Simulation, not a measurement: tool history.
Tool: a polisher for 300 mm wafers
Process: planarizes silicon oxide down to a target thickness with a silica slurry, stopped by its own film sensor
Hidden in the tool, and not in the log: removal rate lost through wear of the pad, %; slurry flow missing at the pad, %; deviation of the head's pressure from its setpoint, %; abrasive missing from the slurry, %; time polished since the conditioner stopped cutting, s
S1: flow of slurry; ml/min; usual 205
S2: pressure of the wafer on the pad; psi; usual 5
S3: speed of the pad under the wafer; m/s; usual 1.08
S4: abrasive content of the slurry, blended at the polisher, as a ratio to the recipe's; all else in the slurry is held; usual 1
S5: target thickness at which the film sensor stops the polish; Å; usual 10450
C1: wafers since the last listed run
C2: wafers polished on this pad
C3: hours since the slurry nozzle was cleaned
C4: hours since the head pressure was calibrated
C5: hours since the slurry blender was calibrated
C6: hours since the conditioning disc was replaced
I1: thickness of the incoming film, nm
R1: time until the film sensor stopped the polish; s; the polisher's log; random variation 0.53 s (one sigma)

Run 1, day 0: usual settings but S2 4.2 psi, S4 0.85; C1 0; C2 222; C3 13.4; C4 188.1; C5 103.1; C6 24.8; I1 1290.7. Result: R1 69.2 s.
Run 2, day 0.933: usual settings but S4 1.15; C1 296; C2 518; C3 35.8; C4 210.5; C5 125.5; C6 47.2; I1 1306.4. Result: R1 60.8 s.
Run 3, day 1.629: usual settings but S4 1.15; C1 220; C2 739; C3 52.5; C4 227.2; C5 142.2; C6 63.9; I1 1284.5. Result: R1 56.7 s.
Run 4, day 2.771: usual settings but S4 1.15; C1 362; C2 1102; C3 79.9; C4 254.6; C5 169.6; C6 91.3; I1 1272.1. Result: R1 53.7 s.
Run 5, day 4.108: usual settings but S1 225 ml/min; C1 424; C2 1526; C3 112; C4 286.7; C5 201.7; C6 123.4; I1 1293.5. Result: R1 59.1 s.
At day 4.271: slurry blender recalibrated.
Run 6, day 5.025: usual settings but S4 0.85; C1 264; C2 1791; C3 134; C4 308.7; C5 18.1; C6 145.4; I1 1302. Result: R1 66.2 s.
Run 7, day 5.717: usual settings but S4 0.85; C1 219; C2 2010; C3 150.6; C4 325.3; C5 34.7; C6 162; I1 1265. Result: R1 56.5 s.
At day 6.171: worn pad replaced by a new one.
Run 8, day 7.096: usual settings; C1 384; C2 293; C3 183.7; C4 358.4; C5 67.8; C6 195.1; I1 1294.8. Result: R1 62 s.
Run 9, day 8.029: usual settings but S2 6.4 psi; C1 296; C2 589; C3 206.1; C4 380.8; C5 90.2; C6 217.5; I1 1275.7. Result: R1 48.9 s.
Run 10, day 9.367: usual settings but S1 150 ml/min; C1 424; C2 1014; C3 238.2; C4 412.9; C5 122.3; C6 249.6; I1 1309.2. Result: R1 67.9 s.
Run 11, day 10.425: usual settings but S1 245 ml/min, S3 1.26 m/s; C1 335; C2 1350; C3 263.6; C4 438.3; C5 147.7; C6 275; I1 1287.2. Result: R1 52.4 s.
Run 12, day 11.508: usual settings but S1 150 ml/min, S2 6.2 psi, S4 0.75, S5 11120 Å; C1 343; C2 1693; C3 289.6; C4 464.3; C5 173.7; C6 301; I1 1291.5. Result: R1 44.2 s.
Run 13, day 12.304: usual settings but S2 4.4 psi, S3 0.78 m/s, S4 0.9, S5 9990 Å; C1 252; C2 1946; C3 308.7; C4 483.4; C5 192.8; C6 320.1; I1 1310.1. Result: R1 113.2 s.
At day 12.871: slurry blender recalibrated.
Run 14, day 13.721: usual settings but S2 3.9 psi, S3 0.86 m/s; C1 423; C2 2369; C3 342.7; C4 517.4; C5 20.4; C6 354.1; I1 1282.2. Result: R1 82.4 s.
At day 14.333: conditioning disc replaced and pad reconditioned.
At day 14.617: worn pad replaced by a new one.
Run 15, day 15.217: usual settings; C1 395; C2 190; C3 378.6; C4 553.3; C5 56.3; C6 21.2; I1 1271.1. Result: R1 56.5 s.
At day 15.45: slurry nozzle cleaned.
Run 16, day 16.229: usual settings but S1 240 ml/min, S3 1.4 m/s, S5 10110 Å; C1 308; C2 498; C3 18.7; C4 577.6; C5 80.6; C6 45.5; I1 1282.7. Result: R1 52.4 s.
At day 18.529: head pressure recalibrated.
Run 17, day 18.746: usual settings but S1 275 ml/min, S2 5.8 psi, S3 0.92 m/s; C1 772; C2 1271; C3 79.1; C4 5.2; C5 141; C6 105.9; I1 1297.8. Result: R1 62.4 s.
Run 18, day 19.342: usual settings but S1 145 ml/min, S2 4.5 psi, S3 1.2 m/s, S5 9700 Å; C1 189; C2 1460; C3 93.4; C4 19.5; C5 155.3; C6 120.2; I1 1309.1. Result: R1 82.5 s.
Run 19, day 20.1: usual settings but S4 0.85; C1 240; C2 1700; C3 111.6; C4 37.7; C5 173.5; C6 138.4; I1 1301.7. Result: R1 66.3 s.
Run 20, day 20.85: usual settings but S5 10100 Å; C1 238; C2 1938; C3 129.6; C4 55.7; C5 191.5; C6 156.4; I1 1300.6. Result: R1 71.2 s.
Run 21, day 22.271: usual settings but S3 0.9 m/s, S5 9790 Å; C1 450; C2 2389; C3 163.7; C4 89.8; C5 225.6; C6 190.5; I1 1317.7. Result: R1 95.9 s.
At day 22.679: slurry blender recalibrated.
At day 23.167: worn pad replaced by a new one.
Run 22, day 23.575: usual settings but S3 1.44 m/s, S4 0.7; C1 334; C2 129; C3 195; C4 121.1; C5 21.5; C6 221.8; I1 1297.8. Result: R1 55 s.
Run 23, day 24.392: usual settings but S2 6.2 psi, S3 0.98 m/s, S4 1.2, S5 11260 Å; C1 259; C2 389; C3 214.6; C4 140.7; C5 41.1; C6 241.4; I1 1268.8. Result: R1 31.4 s.
Run 24, day 27.279: usual settings; C1 916; C2 1305; C3 283.9; C4 210; C5 110.4; C6 310.7; I1 1287.4. Result: R1 59.9 s.
At day 27.9: conditioning disc replaced and pad reconditioned.
Run 25, day 28.438: usual settings but S4 0.75, S5 9650 Å; C1 341; C2 1646; C3 311.7; C4 237.8; C5 138.2; C6 12.9; I1 1290.8. Result: R1 86.3 s.
Run 26, day 29.333: usual settings but S2 6.8 psi, S3 0.82 m/s, S5 10730 Å; C1 284; C2 1930; C3 333.2; C4 259.3; C5 159.7; C6 34.4; I1 1303.7. Result: R1 58.1 s.

3 ways to go on from here, each from the tool as it stands after run 26. What would each give?
Run A, day 29.35: usual settings; C1 5; C2 1936; C3 333.6; C4 259.7; C5 160.1; C6 34.8; I1 1279.2. Result: R1 ?.
Run B, day 29.35: usual settings but S5 10960 Å; C1 5; C2 1936; C3 333.6; C4 259.7; C5 160.1; C6 34.8; I1 1279.2. Result: R1 ?.
Run C, day 29.35: usual settings but S2 6.5 psi, S3 1.28 m/s; C1 5; C2 1936; C3 333.6; C4 259.7; C5 160.1; C6 34.8; I1 1279.2. Result: R1 ?.

run    R1
  A  58.3
  B  45.6
  C  43.1
Without the tool's hidden state the same runs would have given:
run    R1
  A  56.1
  B  43.9
  C  41.5
